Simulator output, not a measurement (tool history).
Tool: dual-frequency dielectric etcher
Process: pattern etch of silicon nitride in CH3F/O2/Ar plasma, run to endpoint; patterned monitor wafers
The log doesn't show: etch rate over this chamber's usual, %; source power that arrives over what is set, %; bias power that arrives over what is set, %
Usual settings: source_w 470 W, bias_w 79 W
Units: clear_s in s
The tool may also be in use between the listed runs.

run,day,source_w,bias_w,wafers since the last listed run,hours since the last wet clean,hours since the last source power generator calibration,hours since the last bias power generator calibration,hours since the last upper electrode change,"incoming incoming film thickness, nm",clear_s
1,0,470,79,0,497.4,4194.6,2467.6,6006.7,32.44,42.6
2,0.35,470,94,99,505.8,4203,2476,6015.1,32.53,40.6
3,1.021,470,94,189,521.9,4219.1,2492.1,6031.2,32.69,40.6
4,1.388,470,74,103,530.7,4227.9,2500.9,6040,32.62,43.3
5,1.75,470,74,102,539.4,4236.6,2509.6,6048.7,32.74,43.7
6,2.154,470,74,114,549.1,4246.3,2519.3,6058.4,32.64,43.5
# day 4.817: upper electrode replaced
# day 5.325: wet clean of the chamber
7,5.346,470,79,476,0.5,4322.9,2595.9,12.7,32.89,45.1
8,5.358,470,79,3,0.8,4323.2,2596.2,13,32.72,45
9,5.371,470,79,3,1.1,4323.5,2596.5,13.3,32.63,44.7
# day 5.896: bias power generator calibrated
10,6.046,380,67,143,17.3,4339.7,3.6,29.5,32.41,51.5
11,6.729,380,67,193,33.7,4356.1,20,45.9,32.79,51.7
12,7.304,380,67,162,47.5,4369.9,33.8,59.7,32.72,52.1
13,7.796,380,61,139,59.3,4381.7,45.6,71.5,32.5,52.8
14,8.071,570,63,77,65.9,4388.3,52.2,78.1,33.03,44
15,8.779,470,79,200,82.9,4405.3,69.2,95.1,33.03,45
# day 9.362: source power generator calibrated
16,9.383,470,59,123,97.4,0.5,83.7,109.6,32.5,47.7
17,9.846,570,79,130,108.5,11.6,94.8,120.7,32.37,40.5
18,10.562,410,79,202,125.7,28.8,112,137.9,32.56,47.1
19,11.283,470,92,203,143,46.1,129.3,155.2,32.98,42.9
20,11.662,350,79,107,152.1,55.2,138.4,164.3,33.05,51.8
21,12.142,580,69,135,163.6,66.7,149.9,175.8,32.56,41.7
22,13.508,550,98,386,196.4,99.5,182.7,208.6,33.14,39.1
23,14.033,470,79,148,209,112.1,195.3,221.2,32.69,44
24,14.338,470,79,86,216.3,119.4,202.6,228.5,32.56,43.9

Hidden state at the last listed run before each entry between runs and at the first one after, where it differs:
Between runs 6 and 7: upper electrode replaced (day 4.817); wet clean of the chamber (day 5.325)
  etch rate over this chamber's usual, %: 5.35 -> 0.0624
  measured less the result without the state, clear_s: -2.3 -> -0.1 s
Between runs 9 and 10: bias power generator calibrated (day 5.896)
  etch rate over this chamber's usual, %: 0.0682 -> 0.225
  measured less the result without the state, clear_s: -0.1 -> -0.1 s
Between runs 15 and 16: source power generator calibrated (day 9.362)
  etch rate over this chamber's usual, %: 0.86 -> 1
  measured less the result without the state, clear_s: -0.4 -> -0.5 s
